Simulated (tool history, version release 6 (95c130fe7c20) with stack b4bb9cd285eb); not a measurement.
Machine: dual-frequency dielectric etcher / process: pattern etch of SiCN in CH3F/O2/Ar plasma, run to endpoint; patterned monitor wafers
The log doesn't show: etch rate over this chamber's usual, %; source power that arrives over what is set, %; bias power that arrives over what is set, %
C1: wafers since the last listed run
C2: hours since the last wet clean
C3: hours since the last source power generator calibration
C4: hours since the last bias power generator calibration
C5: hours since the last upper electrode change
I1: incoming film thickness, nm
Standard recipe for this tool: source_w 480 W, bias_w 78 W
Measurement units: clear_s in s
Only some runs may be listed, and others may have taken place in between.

{"run": 1, "day": 0.0, "source_w": 560, "bias_w": 78, "C1": 0, "C2": 293.8, "C3": 373.4, "C4": 3717.2, "C5": 3847.3, "I1": 9.27, "clear_s": 19.5}
{"run": 2, "day": 4.433, "source_w": 560, "bias_w": 78, "C1": 1911, "C2": 400.2, "C3": 479.8, "C4": 3823.6, "C5": 3953.7, "I1": 9.16, "clear_s": 19.1}
{"run": 3, "day": 6.479, "source_w": 560, "bias_w": 78, "C1": 882, "C2": 449.3, "C3": 528.9, "C4": 3872.7, "C5": 4002.8, "I1": 9.23, "clear_s": 19.1}
{"run": 4, "day": 10.771, "source_w": 480, "bias_w": 78, "C1": 1850, "C2": 552.3, "C3": 631.9, "C4": 3975.7, "C5": 4105.8, "I1": 9.11, "clear_s": 20.8}
{"day": 13.612, "done": "wet clean of the chamber"}
{"run": 5, "day": 13.633, "source_w": 480, "bias_w": 78, "C1": 803, "C2": 0.5, "C3": 700.6, "C4": 4044.4, "C5": 4174.5, "I1": 9.09, "clear_s": 20.5}
{"run": 6, "day": 16.375, "source_w": 480, "bias_w": 78, "C1": 1182, "C2": 66.3, "C3": 766.4, "C4": 4110.2, "C5": 4240.3, "I1": 9.31, "clear_s": 21.4}
{"run": 7, "day": 18.975, "source_w": 480, "bias_w": 78, "C1": 1121, "C2": 128.7, "C3": 828.8, "C4": 4172.6, "C5": 4302.7, "I1": 9.16, "clear_s": 20.8}
{"run": 8, "day": 22.292, "source_w": 480, "bias_w": 70, "C1": 1430, "C2": 208.3, "C3": 908.4, "C4": 4252.2, "C5": 4382.3, "I1": 9.12, "clear_s": 21.5}
{"run": 9, "day": 25.488, "source_w": 480, "bias_w": 70, "C1": 1377, "C2": 285.0, "C3": 985.1, "C4": 4328.9, "C5": 4459.0, "I1": 9.19, "clear_s": 21.6}
{"run": 10, "day": 28.2, "source_w": 480, "bias_w": 70, "C1": 1169, "C2": 350.1, "C3": 1050.2, "C4": 4394.0, "C5": 4524.1, "I1": 9.21, "clear_s": 21.4}
{"run": 11, "day": 32.142, "source_w": 480, "bias_w": 64, "C1": 1699, "C2": 444.7, "C3": 1144.8, "C4": 4488.6, "C5": 4618.7, "I1": 9.14, "clear_s": 21.8}
{"run": 12, "day": 34.333, "source_w": 570, "bias_w": 65, "C1": 945, "C2": 497.3, "C3": 1197.4, "C4": 4541.2, "C5": 4671.3, "I1": 9.2, "clear_s": 19.7}
{"day": 37.225, "done": "wet clean of the chamber"}
{"run": 13, "day": 47.521, "source_w": 570, "bias_w": 65, "C1": 5255, "C2": 247.1, "C3": 1513.9, "C4": 4857.7, "C5": 4987.8, "I1": 9.22, "clear_s": 19.5}
{"run": 14, "day": 49.608, "source_w": 480, "bias_w": 78, "C1": 900, "C2": 297.2, "C3": 1564.0, "C4": 4907.8, "C5": 5037.9, "I1": 9.26, "clear_s": 20.9}
{"day": 50.817, "done": "upper electrode replaced"}
{"day": 53.012, "done": "source power generator calibrated"}
{"run": 15, "day": 53.35, "source_w": 370, "bias_w": 60, "C1": 1110, "C2": 387.0, "C3": 8.1, "C4": 4997.6, "C5": 60.8, "I1": 9.22, "clear_s": 27.9}
{"run": 16, "day": 57.083, "source_w": 560, "bias_w": 78, "C1": 1609, "C2": 476.6, "C3": 97.7, "C4": 5087.2, "C5": 150.4, "I1": 9.11, "clear_s": 19.5}
{"day": 65.979, "done": "wet clean of the chamber"}
{"run": 17, "day": 68.133, "source_w": 370, "bias_w": 78, "C1": 4333, "C2": 51.7, "C3": 362.9, "C4": 5352.4, "C5": 415.6, "I1": 9.18, "clear_s": 25.1}
{"day": 71.329, "done": "bias power generator calibrated"}
{"run": 18, "day": 71.979, "source_w": 480, "bias_w": 88, "C1": 1586, "C2": 144.0, "C3": 455.2, "C4": 15.6, "C5": 507.9, "I1": 9.25, "clear_s": 20.6}
{"run": 19, "day": 74.625, "source_w": 520, "bias_w": 98, "C1": 1140, "C2": 207.5, "C3": 518.7, "C4": 79.1, "C5": 571.4, "I1": 9.21, "clear_s": 19.1}
{"run": 20, "day": 77.5, "source_w": 390, "bias_w": 87, "C1": 1239, "C2": 276.5, "C3": 587.7, "C4": 148.1, "C5": 640.4, "I1": 9.13, "clear_s": 23.4}
{"run": 21, "day": 80.708, "source_w": 480, "bias_w": 72, "C1": 1383, "C2": 353.5, "C3": 664.7, "C4": 225.1, "C5": 717.4, "I1": 9.15, "clear_s": 21.7}
{"run": 22, "day": 83.279, "source_w": 480, "bias_w": 78, "C1": 1108, "C2": 415.2, "C3": 726.4, "C4": 286.8, "C5": 779.1, "I1": 9.08, "clear_s": 21.1}
{"run": 23, "day": 85.392, "source_w": 530, "bias_w": 69, "C1": 910, "C2": 465.9, "C3": 777.1, "C4": 337.5, "C5": 829.8, "I1": 9.22, "clear_s": 20.7}
{"run": 24, "day": 88.138, "source_w": 420, "bias_w": 95, "C1": 1183, "C2": 531.8, "C3": 843.0, "C4": 403.4, "C5": 895.7, "I1": 9.2, "clear_s": 21.7}
{"run": 25, "day": 89.992, "source_w": 480, "bias_w": 78, "C1": 799, "C2": 576.3, "C3": 887.5, "C4": 447.9, "C5": 940.2, "I1": 9.18, "clear_s": 21.1}
{"run": 26, "day": 93.442, "source_w": 420, "bias_w": 91, "C1": 1487, "C2": 659.1, "C3": 970.3, "C4": 530.7, "C5": 1023.0, "I1": 9.17, "clear_s": 21.6}
{"day": 94.442, "done": "wet clean of the chamber"}
{"run": 27, "day": 95.125, "source_w": 480, "bias_w": 95, "C1": 294, "C2": 16.4, "C3": 1010.7, "C4": 571.1, "C5": 1063.4, "I1": 9.08, "clear_s": 19.6}

What if the next run were any one of these 5? Each begins from the tool's condition after run 27:
{"run": "A", "day": 95.142, "source_w": 480, "bias_w": 62, "C1": 7, "C2": 16.8, "C3": 1011.1, "C4": 571.5, "C5": 1063.8, "I1": 9.25, "clear_s": "?"}
{"run": "B", "day": 95.142, "source_w": 480, "bias_w": 68, "C1": 7, "C2": 16.8, "C3": 1011.1, "C4": 571.5, "C5": 1063.8, "I1": 9.25, "clear_s": "?"}
{"run": "C", "day": 95.142, "source_w": 560, "bias_w": 89, "C1": 7, "C2": 16.8, "C3": 1011.1, "C4": 571.5, "C5": 1063.8, "I1": 9.25, "clear_s": "?"}
{"run": "D", "day": 95.142, "source_w": 400, "bias_w": 58, "C1": 7, "C2": 16.8, "C3": 1011.1, "C4": 571.5, "C5": 1063.8, "I1": 9.25, "clear_s": "?"}
{"run": "E", "day": 95.142, "source_w": 370, "bias_w": 90, "C1": 7, "C2": 16.8, "C3": 1011.1, "C4": 571.5, "C5": 1063.8, "I1": 9.25, "clear_s": "?"}

run=A clear_s=22.8
run=B clear_s=22.3
run=C clear_s=18.8
run=D clear_s=26.1
run=E clear_s=24.3
With the hidden condition removed and each run's random variation left untouched, the same runs would have given:
run=A clear_s=23.3
run=B clear_s=22.7
run=C clear_s=19.3
run=D clear_s=26.7
run=E clear_s=24.8
